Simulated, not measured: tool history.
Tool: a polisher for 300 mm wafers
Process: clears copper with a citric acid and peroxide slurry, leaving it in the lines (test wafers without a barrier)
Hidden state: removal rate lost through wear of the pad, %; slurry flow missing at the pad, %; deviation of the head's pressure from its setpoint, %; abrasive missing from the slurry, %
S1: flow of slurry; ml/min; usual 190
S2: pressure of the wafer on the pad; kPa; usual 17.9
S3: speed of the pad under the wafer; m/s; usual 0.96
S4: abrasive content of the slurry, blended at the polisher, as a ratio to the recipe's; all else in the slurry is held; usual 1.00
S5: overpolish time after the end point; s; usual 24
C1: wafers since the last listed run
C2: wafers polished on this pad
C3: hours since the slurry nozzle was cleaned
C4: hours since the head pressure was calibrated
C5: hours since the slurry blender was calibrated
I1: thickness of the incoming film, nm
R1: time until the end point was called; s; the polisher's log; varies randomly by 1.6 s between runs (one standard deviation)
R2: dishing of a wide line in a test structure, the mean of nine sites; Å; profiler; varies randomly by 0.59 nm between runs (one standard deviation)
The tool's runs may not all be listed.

| run | hour | S1 | S2 | S3 | S4 | S5 | C1 | C2 | C3 | C4 | C5 | I1 | R1 | R2 |
|---|---|---|---|---|---|---|---|---|---|---|---|---|---|---|
| 1 | 0.0 | 190 | 17.9 | 0.80 | 1.00 | 24 | 0 | 2922 | 345.0 | 872.3 | 21.9 | 135.3 | 101.5 | 202 |
|  | 27.8 | worn pad replaced by a new one |
|  | 80.5 | head pressure recalibrated |
| 2 | 97.8 | 190 | 17.9 | 0.80 | 1.00 | 24 | 616 | 456 | 442.8 | 17.3 | 119.7 | 132.8 | 97.9 | 212 |
| 3 | 134.3 | 190 | 17.9 | 0.96 | 1.00 | 32 | 245 | 701 | 479.3 | 53.8 | 156.2 | 137.3 | 83.5 | 333 |
|  | 224.3 | slurry nozzle cleaned |
| 4 | 227.5 | 145 | 17.9 | 0.96 | 1.00 | 24 | 619 | 1320 | 3.2 | 147.0 | 249.4 | 135.9 | 89.2 | 237 |
| 5 | 266.4 | 145 | 17.9 | 0.96 | 1.00 | 24 | 261 | 1582 | 42.1 | 185.9 | 288.3 | 136.5 | 88.8 | 246 |
| 6 | 329.9 | 190 | 17.9 | 0.96 | 1.00 | 24 | 426 | 2008 | 105.6 | 249.4 | 351.8 | 133.2 | 81.9 | 243 |
| 7 | 421.8 | 190 | 17.9 | 0.96 | 1.00 | 24 | 617 | 2625 | 197.5 | 341.3 | 443.7 | 134.2 | 81.1 | 251 |
|  | 486.1 | slurry blender recalibrated |
|  | 531.3 | worn pad replaced by a new one, of another model than before |
| 8 | 731.2 | 190 | 17.9 | 0.96 | 1.20 | 24 | 2037 | 1342 | 506.9 | 650.7 | 245.1 | 134.5 | 80.3 | 254 |
|  | 755.5 | slurry nozzle cleaned |
| 9 | 788.1 | 190 | 17.9 | 0.96 | 1.20 | 24 | 375 | 1718 | 32.6 | 707.6 | 302.0 | 136.9 | 83.3 | 256 |
| 10 | 866.7 | 190 | 17.9 | 0.96 | 1.20 | 24 | 527 | 2246 | 111.2 | 786.2 | 380.6 | 133.6 | 80.9 | 256 |
|  | 882.8 | slurry blender recalibrated |
|  | 918.1 | worn pad replaced by a new one |
| 11 | 946.7 | 170 | 17.9 | 0.96 | 1.00 | 24 | 496 | 192 | 191.2 | 866.2 | 63.9 | 135.2 | 89.4 | 243 |
| 12 | 1012.9 | 190 | 17.9 | 1.20 | 1.00 | 24 | 444 | 636 | 257.4 | 932.4 | 130.1 | 136.3 | 74.6 | 267 |
| 13 | 1060.5 | 190 | 17.9 | 1.20 | 1.00 | 24 | 319 | 956 | 305.0 | 980.0 | 177.7 | 133.7 | 76.5 | 271 |
| 14 | 1115.4 | 190 | 17.9 | 0.66 | 1.00 | 24 | 368 | 1325 | 359.9 | 1034.9 | 232.6 | 134.6 | 106.4 | 192 |
| 15 | 1193.0 | 140 | 13.8 | 0.70 | 1.00 | 11 | 521 | 1846 | 437.5 | 1112.5 | 310.2 | 136.0 | 142.7 | 75 |
|  | 1199.8 | slurry nozzle cleaned |
| 16 | 1235.6 | 190 | 12.4 | 1.12 | 0.75 | 24 | 279 | 2125 | 35.8 | 1155.1 | 352.8 | 135.5 | 104.8 | 197 |
|  | 1242.8 | head pressure recalibrated |
| 17 | 1292.8 | 190 | 17.9 | 0.80 | 1.00 | 24 | 370 | 2496 | 93.0 | 50.0 | 410.0 | 134.6 | 87.7 | 225 |
|  | 1347.2 | slurry blender recalibrated |
| 18 | 1349.5 | 190 | 11.7 | 0.96 | 0.90 | 13 | 367 | 2863 | 149.7 | 106.7 | 2.3 | 134.4 | 112.5 | 111 |
|  | 1418.5 | worn pad replaced by a new one |
| 19 | 1438.3 | 190 | 17.9 | 0.68 | 1.00 | 30 | 569 | 132 | 238.5 | 195.5 | 91.1 | 134.4 | 100.3 | 270 |
| 20 | 1477.5 | 250 | 17.9 | 0.64 | 1.00 | 24 | 263 | 396 | 277.7 | 234.7 | 130.3 | 133.7 | 97.6 | 221 |
| 21 | 1537.6 | 190 | 17.9 | 0.96 | 1.00 | 24 | 403 | 799 | 337.8 | 294.8 | 190.4 | 134.4 | 82.8 | 249 |
| 22 | 1613.4 | 190 | 22.8 | 1.16 | 0.75 | 24 | 509 | 1308 | 413.6 | 370.6 | 266.2 | 134.2 | 68.4 | 304 |
|  | 1649.2 | slurry nozzle cleaned |
| 23 | 1688.4 | 140 | 17.9 | 0.96 | 1.00 | 24 | 496 | 1805 | 39.2 | 445.6 | 341.2 | 133.7 | 95.7 | 214 |
|  | 1773.6 | slurry blender recalibrated |
| 24 | 1789.1 | 190 | 17.9 | 0.96 | 1.00 | 24 | 662 | 2468 | 139.9 | 546.3 | 15.5 | 135.0 | 85.1 | 252 |
|  | 1891.5 | worn pad replaced by a new one |
| 25 | 1895.1 | 190 | 17.9 | 0.96 | 1.00 | 24 | 685 | 24 | 245.9 | 652.3 | 121.5 | 133.2 | 85.9 | 252 |
| 26 | 1974.6 | 190 | 17.9 | 1.16 | 1.00 | 24 | 533 | 558 | 325.4 | 731.8 | 201.0 | 134.3 | 77.6 | 271 |
| 27 | 2051.6 | 190 | 17.9 | 0.96 | 1.00 | 33 | 517 | 1075 | 402.4 | 808.8 | 278.0 | 135.0 | 85.0 | 318 |
|  | 2091.2 | slurry nozzle cleaned |
| 28 | 2111.3 | 215 | 20.0 | 0.96 | 1.00 | 38 | 394 | 1469 | 20.1 | 868.5 | 337.7 | 136.1 | 78.8 | 403 |

Pick out some run-to-run changes in R1. Of each, how much would a tool without hidden state show as well, from the settings, what came in and chance, and how much is left for the hidden state and any gauge scatter not in both results compared?
Run 1 -> 2: worn pad replaced by a new one, head pressure recalibrated. R1 -3.6 s: hidden state -4.7, all else +1.1.
Run 14 -> 15: S1 190 -> 140, S2 17.9 -> 13.8, S3 0.66 -> 0.70, S5 24 -> 11. R1 +36.3 s: hidden state +2.5, all else +33.8.
Run 15 -> 16: S1 140 -> 190, S2 13.8 -> 12.4, S3 0.70 -> 1.12, S4 1.00 -> 0.75, S5 11 -> 24, slurry nozzle cleaned. R1 -37.9 s: hidden state -1.9, all else -36.0.
Run 16 -> 17: S2 12.4 -> 17.9, S3 1.12 -> 0.80, S4 0.75 -> 1.00, head pressure recalibrated. R1 -17.1 s: hidden state -5.7, all else -11.4.

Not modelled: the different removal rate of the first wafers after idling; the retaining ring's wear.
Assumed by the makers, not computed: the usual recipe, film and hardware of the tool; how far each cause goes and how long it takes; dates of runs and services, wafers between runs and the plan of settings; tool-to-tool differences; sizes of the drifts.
